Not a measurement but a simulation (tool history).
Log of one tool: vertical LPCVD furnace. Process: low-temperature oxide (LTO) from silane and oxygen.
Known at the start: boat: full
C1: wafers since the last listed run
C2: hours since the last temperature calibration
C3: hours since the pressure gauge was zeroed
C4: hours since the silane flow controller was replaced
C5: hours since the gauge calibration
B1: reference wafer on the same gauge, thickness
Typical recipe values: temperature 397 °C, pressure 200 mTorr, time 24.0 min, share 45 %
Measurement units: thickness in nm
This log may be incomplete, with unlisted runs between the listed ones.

run 1 hour=0.0 | temperature=397 pressure=200 time=31.0 share=45 | C1=0 C2=3917.0 C3=4112.3 C4=6361.5 C5=208.2 | B1=174.07 | thickness=271.92
run 2 hour=17.1 | temperature=405 pressure=200 time=24.0 share=38 | C1=286 C2=3934.1 C3=4129.4 C4=6378.6 C5=225.3 | B1=174.00 | thickness=189.17
run 3 hour=27.1 | temperature=397 pressure=235 time=24.0 share=45 | C1=167 C2=3944.1 C3=4139.4 C4=6388.6 C5=235.3 | B1=173.97 | thickness=248.18
run 4 hour=38.9 | temperature=397 pressure=235 time=24.0 share=45 | C1=197 C2=3955.9 C3=4151.2 C4=6400.4 C5=247.1 | B1=173.98 | thickness=248.17
run 5 hour=53.1 | temperature=397 pressure=200 time=24.0 share=45 | C1=237 C2=3970.1 C3=4165.4 C4=6414.6 C5=261.3 | B1=174.10 | thickness=210.79
run 6 hour=65.3 | temperature=397 pressure=200 time=24.0 share=45 | C1=204 C2=3982.3 C3=4177.6 C4=6426.8 C5=273.5 | B1=173.89 | thickness=210.21
run 7 hour=79.0 | temperature=397 pressure=200 time=24.0 share=45 | C1=229 C2=3996.0 C3=4191.3 C4=6440.5 C5=287.2 | B1=174.02 | thickness=211.02
-- hour=140.8 silane flow controller replaced
-- hour=142.4 thermocouples replaced and temperature profile calibrated
run 8 hour=142.9 | temperature=397 pressure=210 time=24.0 share=45 | C1=641 C2=0.5 C3=4255.2 C4=2.1 C5=351.1 | B1=174.00 | thickness=222.42
-- hour=147.2 gauge calibrated
run 9 hour=147.6 | temperature=397 pressure=210 time=24.0 share=45 | C1=78 C2=5.2 C3=4259.9 C4=6.8 C5=0.4 | B1=173.94 | thickness=220.94
run 10 hour=152.3 | temperature=397 pressure=220 time=24.0 share=45 | C1=78 C2=9.9 C3=4264.6 C4=11.5 C5=5.1 | B1=174.07 | thickness=231.97
run 11 hour=157.0 | temperature=397 pressure=220 time=24.0 share=45 | C1=78 C2=14.6 C3=4269.3 C4=16.2 C5=9.8 | B1=173.92 | thickness=232.29
run 12 hour=162.8 | temperature=397 pressure=220 time=24.0 share=45 | C1=97 C2=20.4 C3=4275.1 C4=22.0 C5=15.6 | B1=174.05 | thickness=231.89
run 13 hour=172.8 | temperature=397 pressure=200 time=24.0 share=45 | C1=167 C2=30.4 C3=4285.1 C4=32.0 C5=25.6 | B1=173.94 | thickness=211.01
run 14 hour=182.7 | temperature=387 pressure=200 time=32.5 share=50 | C1=165 C2=40.3 C3=4295.0 C4=41.9 C5=35.5 | B1=174.03 | thickness=283.92
-- hour=219.8 pressure gauge zeroed
run 15 hour=220.3 | temperature=397 pressure=200 time=24.0 share=45 | C1=227 C2=77.9 C3=0.5 C4=79.5 C5=73.1 | B1=173.99 | thickness=210.81
run 16 hour=225.0 | temperature=405 pressure=200 time=24.0 share=45 | C1=78 C2=82.6 C3=5.2 C4=84.2 C5=77.8 | B1=173.96 | thickness=229.96
run 17 hour=229.7 | temperature=403 pressure=225 time=20.5 share=42 | C1=78 C2=87.3 C3=9.9 C4=88.9 C5=82.5 | B1=173.94 | thickness=200.68
run 18 hour=234.4 | temperature=403 pressure=200 time=24.0 share=45 | C1=78 C2=92.0 C3=14.6 C4=93.6 C5=87.2 | B1=173.85 | thickness=224.52
run 19 hour=239.1 | temperature=394 pressure=200 time=24.0 share=42 | C1=78 C2=96.7 C3=19.3 C4=98.3 C5=91.9 | B1=174.09 | thickness=189.38
run 20 hour=247.2 | temperature=393 pressure=165 time=21.0 share=43 | C1=135 C2=104.8 C3=27.4 C4=106.4 C5=100.0 | B1=174.07 | thickness=139.21
run 21 hour=255.0 | temperature=404 pressure=155 time=28.0 share=45 | C1=130 C2=112.6 C3=35.2 C4=114.2 C5=107.8 | B1=173.90 | thickness=205.25
run 22 hour=270.6 | temperature=394 pressure=200 time=24.0 share=42 | C1=261 C2=128.2 C3=50.8 C4=129.8 C5=123.4 | B1=174.08 | thickness=190.07
run 23 hour=282.0 | temperature=397 pressure=220 time=17.5 share=39 | C1=191 C2=139.6 C3=62.2 C4=141.2 C5=134.8 | B1=173.97 | thickness=144.23
run 24 hour=296.8 | temperature=408 pressure=235 time=33.0 share=50 | C1=248 C2=154.4 C3=77.0 C4=156.0 C5=149.6 | B1=173.89 | thickness=419.86

4 options for the next run, each taken on its own from the tool as it stands now. Forecast them:
run A hour=301.6 | temperature=397 pressure=200 time=24.0 share=45 | C1=80 C2=159.2 C3=81.8 C4=160.8 C5=154.4 | B1=? | thickness=?
run B hour=301.6 | temperature=397 pressure=200 time=27.5 share=45 | C1=80 C2=159.2 C3=81.8 C4=160.8 C5=154.4 | B1=? | thickness=?
run C hour=301.6 | temperature=397 pressure=170 time=24.0 share=45 | C1=80 C2=159.2 C3=81.8 C4=160.8 C5=154.4 | B1=? | thickness=?
run D hour=301.6 | temperature=397 pressure=160 time=17.5 share=45 | C1=80 C2=159.2 C3=81.8 C4=160.8 C5=154.4 | B1=? | thickness=?

run=A B1=174.20 thickness=210.67
run=B B1=174.20 thickness=241.40
run=C B1=174.20 thickness=179.07
run=D B1=174.20 thickness=122.89
Had the tool no hidden state, the same runs would have come out as:
run=A thickness=210.67
run=B thickness=241.40
run=C thickness=179.07
run=D thickness=122.89
